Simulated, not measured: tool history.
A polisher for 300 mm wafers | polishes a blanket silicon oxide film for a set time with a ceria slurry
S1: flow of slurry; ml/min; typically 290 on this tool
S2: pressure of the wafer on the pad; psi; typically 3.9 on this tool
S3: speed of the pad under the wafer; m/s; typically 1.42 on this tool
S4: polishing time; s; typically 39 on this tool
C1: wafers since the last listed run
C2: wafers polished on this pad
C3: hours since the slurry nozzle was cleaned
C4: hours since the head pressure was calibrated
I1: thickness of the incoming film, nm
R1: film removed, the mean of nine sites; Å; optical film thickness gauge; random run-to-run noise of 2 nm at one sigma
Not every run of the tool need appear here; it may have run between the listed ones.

run,hour,S1,S2,S3,S4,C1,C2,C3,C4,I1,R1
1,0,235,3.9,1.42,39,0,848,627.2,992.9,883.3,2412
2,9.6,250,3.9,1.42,39,95,944,636.8,1002.5,884,2386
3,25.1,250,3.9,1.42,39,154,1099,652.3,1018,866.1,2359
# hour 36.2: worn pad replaced by a new one
4,38,220,3.9,1.42,39,88,17,665.2,1030.9,875.6,2524
5,44.1,220,3.9,1.42,39,60,78,671.3,1037,883.1,2516
6,59.8,220,3.9,1.42,39,156,235,687,1052.7,882.5,2506
7,69.2,290,3.9,1.42,39,93,329,696.4,1062.1,865.4,2531
8,81.9,290,3.9,1.42,39,126,456,709.1,1074.8,881.2,2544
9,95.4,290,3.9,1.42,39,134,591,722.6,1088.3,852.9,2520
10,106.2,245,3.9,1.42,39,107,699,733.4,1099.1,870.3,2466
11,113.2,290,3.9,1.42,39,69,769,740.4,1106.1,868.7,2489
12,123.2,290,3.9,1.72,39,99,868,750.4,1116.1,864.6,2867
13,162.1,290,3.9,1.42,39,388,1257,789.3,1155,860.8,2359
# hour 170.5: worn pad replaced by a new one
14,172.4,240,3.9,1.58,26,62,18,799.6,1165.3,877.3,1820
15,183.4,290,5,1.42,31,109,128,810.6,1176.3,877.8,2574
16,198.9,290,3.9,1.42,39,154,283,826.1,1191.8,867.1,2559
17,207.1,290,2.7,1.42,53,81,365,834.3,1200,873.4,2400
18,213.4,205,2.7,1.1,35,62,428,840.6,1206.3,879.6,1274
19,221.3,230,5.2,1.8,25,78,506,848.5,1214.2,877.4,2543
20,239,265,3.9,1.82,49,176,683,866.2,1231.9,864.8,3785
21,254.5,220,3.9,1.42,39,154,838,881.7,1247.4,861.9,2374
# hour 256.5: slurry nozzle cleaned
# hour 288.8: worn pad replaced by a new one
22,306.8,340,2.6,1.42,39,472,179,50.3,1299.7,874.2,1720
23,320.7,240,3.9,1.58,26,138,318,64.2,1313.6,872.1,1810
# hour 324.4: head pressure recalibrated
24,333.3,290,3.5,0.94,39,105,424,76.8,8.9,880.4,1675
25,350.7,290,4.6,1.42,27,173,597,94.2,26.3,875,2008
26,360.6,240,3.9,1.42,48,98,696,104.1,36.2,861.2,2991
27,377.3,290,3.9,1.42,39,166,863,120.8,52.9,881,2430
28,387.6,290,3.9,1.3,39,102,966,131.1,63.2,885.9,2246
29,393.6,350,2.7,1.64,49,59,1026,137.1,69.2,873.6,2391
# hour 402.1: worn pad replaced by a new one
30,402.6,250,3.9,1.42,39,49,4,146.1,78.2,873.5,2454
31,419.1,290,3.9,1.72,39,164,169,162.6,94.7,854.7,2925
32,436.7,290,3.9,1.42,52,175,345,180.2,112.3,864.4,3373
33,450.6,200,3.9,1.72,48,138,484,194.1,126.2,875.7,3470
34,458.1,370,3.9,1.06,39,74,559,201.6,133.7,879.6,2022
35,468.1,290,5.1,1.42,47,99,659,211.6,143.7,876.8,3848
36,485.8,290,3.1,1.42,39,176,835,229.3,161.4,866.7,1932

Each row is a separate what-if for the run after 36, all from the same tool condition, not one after another. Results?
A,486.2,290,3.9,1.42,39,3,839,229.7,161.8,865.7,?
B,486.2,330,5,1.26,44,3,839,229.7,161.8,865.7,?
C,486.2,255,3.4,1.42,39,3,839,229.7,161.8,865.7,?
D,486.2,290,3.9,1.42,30,3,839,229.7,161.8,865.7,?
E,486.2,325,2.6,1.42,39,3,839,229.7,161.8,865.7,?

run,R1
A,2443
B,3257
C,2109
D,1879
E,1642
Without the tool's hidden state the same runs would have given:
run,R1
A,2595
B,3459
C,2239
D,1996
E,1744
